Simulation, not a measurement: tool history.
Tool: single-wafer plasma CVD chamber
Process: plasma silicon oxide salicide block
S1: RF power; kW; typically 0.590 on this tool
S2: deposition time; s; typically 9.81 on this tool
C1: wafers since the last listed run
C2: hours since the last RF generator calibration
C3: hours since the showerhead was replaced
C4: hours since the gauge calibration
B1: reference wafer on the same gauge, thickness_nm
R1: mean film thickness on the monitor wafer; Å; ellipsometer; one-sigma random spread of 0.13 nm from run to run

Run 1, hour 0.0: usual settings; C1 0; C2 2222.0; C3 6698.3; C4 333.5; B1 80.888. Result: R1 875.29 Å.
Run 2, hour 17.5: usual settings; C1 473; C2 2239.5; C3 6715.8; C4 351.0; B1 80.895. Result: R1 877.32 Å.
Run 3, hour 41.2: usual settings; C1 641; C2 2263.2; C3 6739.5; C4 374.7; B1 80.907. Result: R1 875.75 Å.
Run 4, hour 60.7: usual settings; C1 527; C2 2282.7; C3 6759.0; C4 394.2; B1 80.885. Result: R1 875.38 Å.
Run 5, hour 77.7: usual settings; C1 459; C2 2299.7; C3 6776.0; C4 411.2; B1 80.882. Result: R1 875.21 Å.
Run 6, hour 102.5: usual settings; C1 670; C2 2324.5; C3 6800.8; C4 436.0; B1 80.876. Result: R1 875.13 Å.
Run 7, hour 127.1: usual settings; C1 665; C2 2349.1; C3 6825.4; C4 460.6; B1 80.904. Result: R1 874.73 Å.
Run 8, hour 144.1: usual settings; C1 459; C2 2366.1; C3 6842.4; C4 477.6; B1 80.878. Result: R1 875.88 Å.
Run 9, hour 160.4: usual settings; C1 440; C2 2382.4; C3 6858.7; C4 493.9; B1 80.915. Result: R1 874.84 Å.
Run 10, hour 188.5: usual settings; C1 760; C2 2410.5; C3 6886.8; C4 522.0; B1 80.914. Result: R1 875.82 Å.
Run 11, hour 200.7: usual settings; C1 330; C2 2422.7; C3 6899.0; C4 534.2; B1 80.891. Result: R1 875.36 Å.
Run 12, hour 233.7: usual settings; C1 892; C2 2455.7; C3 6932.0; C4 567.2; B1 80.934. Result: R1 871.44 Å.
At hour 247.0: gauge calibrated.
At hour 257.9: showerhead replaced.
Run 13, hour 258.4: usual settings but S2 11.14 s; C1 451; C2 2480.4; C3 0.5; C4 11.4; B1 80.901. Result: R1 992.09 Å.
Run 14, hour 282.5: usual settings but S2 11.14 s; C1 651; C2 2504.5; C3 24.6; C4 35.5; B1 80.896. Result: R1 992.89 Å.
Run 15, hour 307.4: usual settings but S1 0.665 kW, S2 10.48 s; C1 673; C2 2529.4; C3 49.5; C4 60.4; B1 80.901. Result: R1 965.56 Å.
Run 16, hour 321.3: usual settings but S1 0.505 kW; C1 376; C2 2543.3; C3 63.4; C4 74.3; B1 80.894. Result: R1 840.71 Å.
Run 17, hour 341.0: usual settings but S1 0.495 kW, S2 8.56 s; C1 532; C2 2563.0; C3 83.1; C4 94.0; B1 80.876. Result: R1 728.40 Å.
Run 18, hour 367.7: usual settings; C1 722; C2 2589.7; C3 109.8; C4 120.7; B1 80.892. Result: R1 873.48 Å.
Run 19, hour 394.0: usual settings but S1 0.530 kW, S2 8.65 s; C1 711; C2 2616.0; C3 136.1; C4 147.0; B1 80.923. Result: R1 749.16 Å.
Run 20, hour 409.2: usual settings but S1 0.540 kW, S2 9.03 s; C1 411; C2 2631.2; C3 151.3; C4 162.2; B1 80.926. Result: R1 785.91 Å.
Run 21, hour 438.1: usual settings; C1 781; C2 2660.1; C3 180.2; C4 191.1; B1 80.916. Result: R1 875.02 Å.
At hour 466.4: RF generator calibrated.
Run 22, hour 470.3: usual settings but S2 10.56 s; C1 654; C2 3.9; C3 212.4; C4 223.3; B1 80.905. Result: R1 958.79 Å.
Run 23, hour 497.4: usual settings but S1 0.515 kW, S2 11.57 s; C1 733; C2 31.0; C3 239.5; C4 250.4; B1 80.934. Result: R1 1016.17 Å.
Run 24, hour 510.0: usual settings but S1 0.540 kW; C1 340; C2 43.6; C3 252.1; C4 263.0; B1 80.898. Result: R1 873.10 Å.
Run 25, hour 528.9: usual settings but S1 0.645 kW, S2 10.88 s; C1 511; C2 62.5; C3 271.0; C4 281.9; B1 80.898. Result: R1 1011.67 Å.
Run 26, hour 545.7: usual settings but S1 0.470 kW, S2 8.27 s; C1 454; C2 79.3; C3 287.8; C4 298.7; B1 80.866. Result: R1 707.29 Å.
Run 27, hour 566.0: usual settings but S1 0.705 kW, S2 10.35 s; C1 549; C2 99.6; C3 308.1; C4 319.0; B1 80.924. Result: R1 985.85 Å.
Run 28, hour 589.8: usual settings but S1 0.630 kW, S2 11.40 s; C1 643; C2 123.4; C3 331.9; C4 342.8; B1 80.873. Result: R1 1052.13 Å.

Below are 3 alternative next runs, each starting from the tool's condition after run 28. Predict each:
Run A, hour 590.2: usual settings but S2 11.28 s; C1 10; C2 123.8; C3 332.3; C4 343.2; B1 ?. Result: R1 ?.
Run B, hour 590.2: usual settings but S1 0.665 kW, S2 11.00 s; C1 10; C2 123.8; C3 332.3; C4 343.2; B1 ?. Result: R1 ?.
Run C, hour 590.2: usual settings but S1 0.475 kW, S2 8.33 s; C1 10; C2 123.8; C3 332.3; C4 343.2; B1 ?. Result: R1 ?.

run      B1       R1
  A  80.902  1024.31
  B  80.902  1030.76
  C  80.902   715.50
Without the tool's unlogged condition, the same runs would have read:
run       R1
  A  1027.71
  B  1034.18
  C   717.87

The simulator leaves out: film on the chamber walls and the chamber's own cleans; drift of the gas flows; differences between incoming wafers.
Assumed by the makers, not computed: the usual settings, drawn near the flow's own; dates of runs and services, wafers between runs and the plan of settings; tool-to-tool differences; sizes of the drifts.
